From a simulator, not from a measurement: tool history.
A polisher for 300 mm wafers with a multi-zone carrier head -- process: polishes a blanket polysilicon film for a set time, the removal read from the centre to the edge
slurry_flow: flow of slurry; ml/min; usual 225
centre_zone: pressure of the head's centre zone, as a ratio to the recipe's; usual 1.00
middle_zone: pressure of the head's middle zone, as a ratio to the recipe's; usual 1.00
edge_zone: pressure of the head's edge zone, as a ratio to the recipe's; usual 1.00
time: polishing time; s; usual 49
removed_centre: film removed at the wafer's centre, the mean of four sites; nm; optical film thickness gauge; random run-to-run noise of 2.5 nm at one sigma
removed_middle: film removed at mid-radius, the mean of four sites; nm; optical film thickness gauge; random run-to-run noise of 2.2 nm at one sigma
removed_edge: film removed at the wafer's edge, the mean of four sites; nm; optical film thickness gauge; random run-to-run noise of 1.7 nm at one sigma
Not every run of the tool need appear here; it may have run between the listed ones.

run,hour,slurry_flow,centre_zone,middle_zone,edge_zone,time,"incoming thickness of the incoming film, nm",removed_centre,removed_middle,removed_edge
1,0.0,225,1.00,1.00,0.96,54,1317.8,215.7,219.0,219.9
2,8.8,225,1.00,1.00,0.96,54,1323.7,216.8,210.5,213.7
# hour 10.9: centre zone pressure recalibrated
3,15.0,285,1.00,1.00,1.00,62,1300.7,252.4,248.2,253.3
4,27.3,285,1.00,1.00,1.00,62,1327.0,254.0,250.3,252.1
5,39.0,285,1.00,1.00,1.00,62,1308.0,248.8,243.8,245.8
# hour 43.4: worn pad replaced by a new one
# hour 54.5: carrier head's membrane replaced by a new one
6,55.0,255,1.00,1.00,1.00,49,1319.2,200.9,204.8,202.5
7,71.2,255,1.00,1.00,1.00,49,1320.7,202.6,200.2,202.6
8,77.5,225,1.00,1.00,1.04,49,1319.5,196.6,200.7,203.5
# hour 90.3: slurry nozzle cleaned
9,91.7,305,1.00,1.12,1.00,49,1328.8,201.3,212.8,201.3
10,108.6,225,0.95,1.08,0.92,43,1327.5,162.5,175.3,164.7
# hour 121.5: worn pad replaced by a new one
11,123.1,225,1.00,1.00,0.96,54,1301.8,220.0,218.5,221.2
12,139.4,190,1.07,1.00,1.00,63,1303.7,264.0,251.6,259.0
13,151.7,225,0.91,1.00,1.00,49,1318.6,182.4,200.2,199.5
14,158.2,225,1.00,1.00,1.00,49,1346.7,202.4,197.6,198.0
15,174.4,225,0.95,1.00,1.00,61,1320.9,232.7,240.7,244.4
16,189.3,225,1.00,1.00,1.00,49,1307.6,197.1,191.5,194.6
17,201.0,225,1.00,1.00,1.00,44,1337.7,175.4,169.3,176.5
# hour 209.0: worn pad replaced by a new one
18,210.7,225,1.00,1.00,0.91,60,1323.1,245.3,245.3,236.1
19,228.2,225,1.03,1.00,1.04,49,1297.6,204.0,202.2,207.7
20,237.0,225,1.00,0.92,0.92,35,1303.8,141.1,132.1,138.1
21,252.0,300,1.00,1.04,1.00,49,1295.6,201.9,207.7,202.2
22,265.5,265,0.95,0.93,1.00,61,1299.4,234.1,231.6,251.6

Branching from run 22: 4 alternative next runs. What would each branch give?
A,265.9,225,1.00,1.00,1.00,49,1344.4,?,?,?
B,265.9,165,1.00,1.00,1.00,49,1344.4,?,?,?
C,265.9,225,1.11,1.00,0.92,49,1344.4,?,?,?
D,265.9,260,1.07,1.00,1.00,39,1344.4,?,?,?

run,removed_centre,removed_middle,removed_edge
A,197.1,195.2,196.0
B,191.0,189.8,191.9
C,218.9,195.1,188.4
D,170.2,157.3,157.4
Without the tool's hidden state the same runs would have given:
run,removed_centre,removed_middle,removed_edge
A,202.6,200.7,201.5
B,196.3,195.1,197.3
C,225.1,200.6,193.7
D,175.0,161.7,161.8

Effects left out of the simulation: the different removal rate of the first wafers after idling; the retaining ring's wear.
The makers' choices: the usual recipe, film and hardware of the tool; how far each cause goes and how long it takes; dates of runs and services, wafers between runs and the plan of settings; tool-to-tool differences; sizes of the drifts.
